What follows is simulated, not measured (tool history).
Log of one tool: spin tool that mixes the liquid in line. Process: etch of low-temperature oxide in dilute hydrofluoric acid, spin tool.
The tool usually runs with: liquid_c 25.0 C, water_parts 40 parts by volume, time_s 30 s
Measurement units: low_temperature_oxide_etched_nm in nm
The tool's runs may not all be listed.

run,day,liquid_c,water_parts,time_s,"read-back film thickness of the low-temperature oxide reference wafer, read on the same gauge (nm)",low_temperature_oxide_etched_nm
1,0.000,25.0,40,30,60.03,27.34
2,2.758,25.0,40,30,60.01,27.25
3,4.717,25.0,40,30,60.01,27.06
4,7.258,25.0,50,30,60.00,21.49
5,8.329,25.0,50,30,59.99,21.43
6,9.383,25.0,40,30,60.00,27.04
7,11.342,25.0,40,30,59.95,26.81
8,12.817,23.5,55,30,59.98,17.89
9,15.171,25.0,40,45,60.03,40.17
10,17.692,25.0,40,45,60.00,41.19
11,20.321,25.0,40,45,60.01,41.09
12,22.850,25.0,40,30,59.99,27.23
13,24.154,25.0,40,30,60.00,27.08
14,26.708,25.0,25,50,60.02,73.96
15,28.808,25.0,40,30,60.00,26.85
16,30.912,22.5,55,15,59.97,8.70
17,33.708,22.0,40,30,60.01,23.44
18,34.842,27.0,40,30,60.00,28.95
19,36.954,21.0,40,20,60.01,14.96
20,38.900,25.0,25,30,60.01,43.29
21,40.892,25.0,55,30,59.99,19.24
22,42.421,25.0,30,40,60.04,49.58
23,43.775,25.0,40,40,60.01,36.10
24,46.217,28.5,50,20,60.03,16.37
25,48.183,22.0,40,30,60.00,23.61
26,50.196,22.5,40,30,60.03,24.19

Removed from this log: 4 entries logged between the listed runs. Between which two listed runs does each belong, and how does the tool's hidden state at the listed run before it compare with that at the listed run after it?
Run 9 -> run 10: hydrofluoric acid flow meter replaced (day 16.650)
  hydrofluoric acid flow below the setpoint (%): 3.47 -> 0.585
  measured result minus the result with no hidden state, low_temperature_oxide_etched_nm: -1.53 -> -0.27 nm
Run 13 -> run 14: gauge calibrated (day 25.383)
  hydrofluoric acid flow below the setpoint (%): 1.69 -> 2.13
  measured result minus the result with no hidden state, low_temperature_oxide_etched_nm: -0.49 -> -1.65 nm
Run 17 -> run 18: thermometer replaced (day 33.958)
  hydrofluoric acid flow below the setpoint (%): 3.33 -> 3.52
  measured result minus the result with no hidden state, low_temperature_oxide_etched_nm: -0.85 -> -1.12 nm
Run 20 -> run 21: hydrofluoric acid flow meter replaced (day 38.975)
  hydrofluoric acid flow below the setpoint (%): 4.22 -> 0.959
  measured result minus the result with no hidden state, low_temperature_oxide_etched_nm: -1.97 -> -0.20 nm

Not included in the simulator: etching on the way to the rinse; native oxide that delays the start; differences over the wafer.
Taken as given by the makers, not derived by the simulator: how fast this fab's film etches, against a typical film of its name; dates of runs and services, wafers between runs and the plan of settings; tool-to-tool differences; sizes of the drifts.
